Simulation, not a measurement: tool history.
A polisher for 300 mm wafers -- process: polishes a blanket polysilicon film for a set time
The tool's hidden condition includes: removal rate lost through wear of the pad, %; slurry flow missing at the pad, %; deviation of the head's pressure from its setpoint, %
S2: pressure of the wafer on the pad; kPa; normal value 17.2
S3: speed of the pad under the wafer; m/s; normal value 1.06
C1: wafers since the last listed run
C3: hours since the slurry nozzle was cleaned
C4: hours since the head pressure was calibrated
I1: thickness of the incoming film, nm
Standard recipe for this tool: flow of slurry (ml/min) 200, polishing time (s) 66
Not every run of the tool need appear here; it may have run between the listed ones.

{"run": 1, "hour": 0.0, "flow of slurry (ml/min)": 200, "S2": 22.1, "S3": 1.16, "polishing time (s)": 66, "C1": 0, "wafers polished on this pad": 6133, "C3": 378.2, "C4": 376.3, "I1": 1476.4, "film removed (Å)": 6798}
{"hour": 52.1, "done": "worn pad replaced by a new one"}
{"run": 2, "hour": 74.6, "flow of slurry (ml/min)": 230, "S2": 17.2, "S3": 1.06, "polishing time (s)": 66, "C1": 646, "wafers polished on this pad": 206, "C3": 452.8, "C4": 450.9, "I1": 1452.7, "film removed (Å)": 4850}
{"run": 3, "hour": 141.5, "flow of slurry (ml/min)": 200, "S2": 17.2, "S3": 1.06, "polishing time (s)": 66, "C1": 612, "wafers polished on this pad": 819, "C3": 519.7, "C4": 517.8, "I1": 1449, "film removed (Å)": 4922}
{"run": 4, "hour": 179.5, "flow of slurry (ml/min)": 200, "S2": 17.2, "S3": 1.06, "polishing time (s)": 66, "C1": 348, "wafers polished on this pad": 1167, "C3": 557.7, "C4": 555.8, "I1": 1485.1, "film removed (Å)": 4996}
{"run": 5, "hour": 239.9, "flow of slurry (ml/min)": 220, "S2": 17.2, "S3": 1.06, "polishing time (s)": 66, "C1": 553, "wafers polished on this pad": 1720, "C3": 618.1, "C4": 616.2, "I1": 1449.8, "film removed (Å)": 5143}
{"hour": 254.0, "done": "slurry nozzle cleaned"}
{"run": 6, "hour": 298.4, "flow of slurry (ml/min)": 220, "S2": 17.2, "S3": 1.06, "polishing time (s)": 66, "C1": 526, "wafers polished on this pad": 2247, "C3": 44.4, "C4": 674.7, "I1": 1455.3, "film removed (Å)": 5083}
{"hour": 341.3, "done": "head pressure recalibrated"}
{"run": 7, "hour": 357.0, "flow of slurry (ml/min)": 220, "S2": 17.2, "S3": 1.06, "polishing time (s)": 66, "C1": 518, "wafers polished on this pad": 2766, "C3": 103, "C4": 15.7, "I1": 1458.7, "film removed (Å)": 4833}
{"run": 8, "hour": 434.9, "flow of slurry (ml/min)": 200, "S2": 17.2, "S3": 1.06, "polishing time (s)": 66, "C1": 713, "wafers polished on this pad": 3479, "C3": 180.9, "C4": 93.6, "I1": 1471, "film removed (Å)": 4770}
{"run": 9, "hour": 524.6, "flow of slurry (ml/min)": 200, "S2": 17.2, "S3": 1.06, "polishing time (s)": 66, "C1": 821, "wafers polished on this pad": 4301, "C3": 270.6, "C4": 183.3, "I1": 1454.9, "film removed (Å)": 4791}
{"hour": 738.0, "done": "worn pad replaced by a new one"}
{"run": 10, "hour": 738.5, "flow of slurry (ml/min)": 200, "S2": 17.2, "S3": 1.06, "polishing time (s)": 66, "C1": 1923, "wafers polished on this pad": 4, "C3": 484.5, "C4": 397.2, "I1": 1491.7, "film removed (Å)": 4883}
{"run": 11, "hour": 779.1, "flow of slurry (ml/min)": 200, "S2": 17.2, "S3": 1.06, "polishing time (s)": 66, "C1": 371, "wafers polished on this pad": 376, "C3": 525.1, "C4": 437.8, "I1": 1461.8, "film removed (Å)": 4744}
{"run": 12, "hour": 832.0, "flow of slurry (ml/min)": 200, "S2": 17.2, "S3": 1.06, "polishing time (s)": 66, "C1": 484, "wafers polished on this pad": 861, "C3": 578, "C4": 490.7, "I1": 1427.1, "film removed (Å)": 4772}
{"run": 13, "hour": 884.7, "flow of slurry (ml/min)": 200, "S2": 17.2, "S3": 1.06, "polishing time (s)": 66, "C1": 482, "wafers polished on this pad": 1344, "C3": 630.7, "C4": 543.4, "I1": 1459.1, "film removed (Å)": 4966}
{"run": 14, "hour": 922.4, "flow of slurry (ml/min)": 200, "S2": 13.1, "S3": 0.98, "polishing time (s)": 66, "C1": 345, "wafers polished on this pad": 1689, "C3": 668.4, "C4": 581.1, "I1": 1471.6, "film removed (Å)": 3495}
{"hour": 978.6, "done": "head pressure recalibrated"}
{"hour": 986.4, "done": "slurry nozzle cleaned"}
{"run": 15, "hour": 1007.7, "flow of slurry (ml/min)": 200, "S2": 17.2, "S3": 1.22, "polishing time (s)": 66, "C1": 754, "wafers polished on this pad": 2443, "C3": 21.3, "C4": 29.1, "I1": 1478.3, "film removed (Å)": 5194}
{"run": 16, "hour": 1069.2, "flow of slurry (ml/min)": 180, "S2": 23.4, "S3": 1.06, "polishing time (s)": 66, "C1": 563, "wafers polished on this pad": 3007, "C3": 82.8, "C4": 90.6, "I1": 1463.4, "film removed (Å)": 6207}
{"run": 17, "hour": 1121.4, "flow of slurry (ml/min)": 200, "S2": 17.2, "S3": 0.94, "polishing time (s)": 86, "C1": 478, "wafers polished on this pad": 3485, "C3": 135, "C4": 142.8, "I1": 1452.8, "film removed (Å)": 5516}
{"run": 18, "hour": 1172.0, "flow of slurry (ml/min)": 200, "S2": 17.2, "S3": 1.2, "polishing time (s)": 53, "C1": 463, "wafers polished on this pad": 3949, "C3": 185.6, "C4": 193.4, "I1": 1459.1, "film removed (Å)": 4236}
{"run": 19, "hour": 1279.2, "flow of slurry (ml/min)": 175, "S2": 19.3, "S3": 1.06, "polishing time (s)": 66, "C1": 982, "wafers polished on this pad": 4931, "C3": 292.8, "C4": 300.6, "I1": 1481, "film removed (Å)": 5100}
{"hour": 1299.5, "done": "worn pad replaced by a new one"}
{"run": 20, "hour": 1320.0, "flow of slurry (ml/min)": 135, "S2": 13.8, "S3": 1.32, "polishing time (s)": 52, "C1": 337, "wafers polished on this pad": 187, "C3": 333.6, "C4": 341.4, "I1": 1441.1, "film removed (Å)": 3348}
{"run": 21, "hour": 1393.6, "flow of slurry (ml/min)": 200, "S2": 17.2, "S3": 1.06, "polishing time (s)": 66, "C1": 674, "wafers polished on this pad": 862, "C3": 407.2, "C4": 415, "I1": 1448.5, "film removed (Å)": 4815}
{"run": 22, "hour": 1434.1, "flow of slurry (ml/min)": 200, "S2": 17.2, "S3": 1.34, "polishing time (s)": 66, "C1": 371, "wafers polished on this pad": 1233, "C3": 447.7, "C4": 455.5, "I1": 1454.7, "film removed (Å)": 6013}
{"run": 23, "hour": 1502.6, "flow of slurry (ml/min)": 200, "S2": 17.2, "S3": 1.06, "polishing time (s)": 66, "C1": 627, "wafers polished on this pad": 1860, "C3": 516.2, "C4": 524, "I1": 1466.5, "film removed (Å)": 4800}
{"run": 24, "hour": 1561.8, "flow of slurry (ml/min)": 200, "S2": 17.2, "S3": 1.06, "polishing time (s)": 66, "C1": 542, "wafers polished on this pad": 2403, "C3": 575.4, "C4": 583.2, "I1": 1452.3, "film removed (Å)": 4876}
{"run": 25, "hour": 1623.4, "flow of slurry (ml/min)": 180, "S2": 17.2, "S3": 1.06, "polishing time (s)": 66, "C1": 564, "wafers polished on this pad": 2967, "C3": 637, "C4": 644.8, "I1": 1463.5, "film removed (Å)": 4870}
{"hour": 1631.1, "done": "slurry nozzle cleaned"}
{"run": 26, "hour": 1684.2, "flow of slurry (ml/min)": 230, "S2": 12.4, "S3": 0.88, "polishing time (s)": 73, "C1": 547, "wafers polished on this pad": 3515, "C3": 53.1, "C4": 705.6, "I1": 1451.7, "film removed (Å)": 3441}
{"hour": 1740.2, "done": "head pressure recalibrated"}
{"run": 27, "hour": 1756.9, "flow of slurry (ml/min)": 200, "S2": 17.2, "S3": 1.06, "polishing time (s)": 66, "C1": 647, "wafers polished on this pad": 4163, "C3": 125.8, "C4": 16.7, "I1": 1473.4, "film removed (Å)": 4653}
{"run": 28, "hour": 1854.5, "flow of slurry (ml/min)": 225, "S2": 12.4, "S3": 1.06, "polishing time (s)": 66, "C1": 894, "wafers polished on this pad": 5057, "C3": 223.4, "C4": 114.3, "I1": 1466.7, "film removed (Å)": 3438}
{"hour": 1919.8, "done": "worn pad replaced by a new one"}
{"run": 29, "hour": 1931.4, "flow of slurry (ml/min)": 200, "S2": 17.2, "S3": 1.06, "polishing time (s)": 76, "C1": 667, "wafers polished on this pad": 106, "C3": 300.3, "C4": 191.2, "I1": 1454.2, "film removed (Å)": 5451}
{"run": 30, "hour": 2002.9, "flow of slurry (ml/min)": 245, "S2": 17.2, "S3": 1.06, "polishing time (s)": 66, "C1": 655, "wafers polished on this pad": 761, "C3": 371.8, "C4": 262.7, "I1": 1451.3, "film removed (Å)": 4960}
{"run": 31, "hour": 2100.5, "flow of slurry (ml/min)": 200, "S2": 17.2, "S3": 1.06, "polishing time (s)": 47, "C1": 894, "wafers polished on this pad": 1655, "C3": 469.4, "C4": 360.3, "I1": 1448.3, "film removed (Å)": 3446}
{"run": 32, "hour": 2174.9, "flow of slurry (ml/min)": 200, "S2": 17.2, "S3": 1.06, "polishing time (s)": 74, "C1": 681, "wafers polished on this pad": 2337, "C3": 543.8, "C4": 434.7, "I1": 1454.6, "film removed (Å)": 5576}
{"run": 33, "hour": 2265.0, "flow of slurry (ml/min)": 200, "S2": 17.2, "S3": 1.06, "polishing time (s)": 46, "C1": 825, "wafers polished on this pad": 3163, "C3": 633.9, "C4": 524.8, "I1": 1449.1, "film removed (Å)": 3428}
{"hour": 2281.1, "done": "slurry nozzle cleaned"}
{"run": 34, "hour": 2352.1, "flow of slurry (ml/min)": 200, "S2": 17.2, "S3": 1.06, "polishing time (s)": 66, "C1": 788, "wafers polished on this pad": 3951, "C3": 71, "C4": 611.9, "I1": 1462.1, "film removed (Å)": 4954}
{"run": 35, "hour": 2437.9, "flow of slurry (ml/min)": 200, "S2": 17.2, "S3": 1.06, "polishing time (s)": 84, "C1": 786, "wafers polished on this pad": 4738, "C3": 156.8, "C4": 697.7, "I1": 1468.7, "film removed (Å)": 6271}
{"hour": 2462.5, "done": "worn pad replaced by a new one"}
{"run": 36, "hour": 2476.6, "flow of slurry (ml/min)": 200, "S2": 17.2, "S3": 1.06, "polishing time (s)": 66, "C1": 317, "wafers polished on this pad": 129, "C3": 195.5, "C4": 736.4, "I1": 1471.9, "film removed (Å)": 5041}
{"hour": 2564.8, "done": "head pressure recalibrated"}
{"run": 37, "hour": 2567.0, "flow of slurry (ml/min)": 200, "S2": 17.2, "S3": 1.2, "polishing time (s)": 66, "C1": 809, "wafers polished on this pad": 939, "C3": 285.9, "C4": 2.2, "I1": 1474.8, "film removed (Å)": 5160}

Results per run with the tool's hidden condition removed, run-to-run variation unchanged:
run=1 film_removed_(Å)=6532
run=2 film_removed_(Å)=4623
run=3 film_removed_(Å)=4658
run=4 film_removed_(Å)=4710
run=5 film_removed_(Å)=4817
run=6 film_removed_(Å)=4732
run=7 film_removed_(Å)=4848
run=8 film_removed_(Å)=4744
run=9 film_removed_(Å)=4717
run=10 film_removed_(Å)=4697
run=11 film_removed_(Å)=4542
run=12 film_removed_(Å)=4544
run=13 film_removed_(Å)=4701
run=14 film_removed_(Å)=3295
run=15 film_removed_(Å)=5328
run=16 film_removed_(Å)=6322
run=17 film_removed_(Å)=5585
run=18 film_removed_(Å)=4264
run=19 film_removed_(Å)=5072
run=20 film_removed_(Å)=3315
run=21 film_removed_(Å)=4728
run=22 film_removed_(Å)=5879
run=23 film_removed_(Å)=4658
run=24 film_removed_(Å)=4701
run=25 film_removed_(Å)=4665
run=26 film_removed_(Å)=3274
run=27 film_removed_(Å)=4681
run=28 film_removed_(Å)=3421
run=29 film_removed_(Å)=5378
run=30 film_removed_(Å)=4856
run=31 film_removed_(Å)=3337
run=32 film_removed_(Å)=5357
run=33 film_removed_(Å)=3261
run=34 film_removed_(Å)=4669
run=35 film_removed_(Å)=5858
run=36 film_removed_(Å)=4690
run=37 film_removed_(Å)=5176
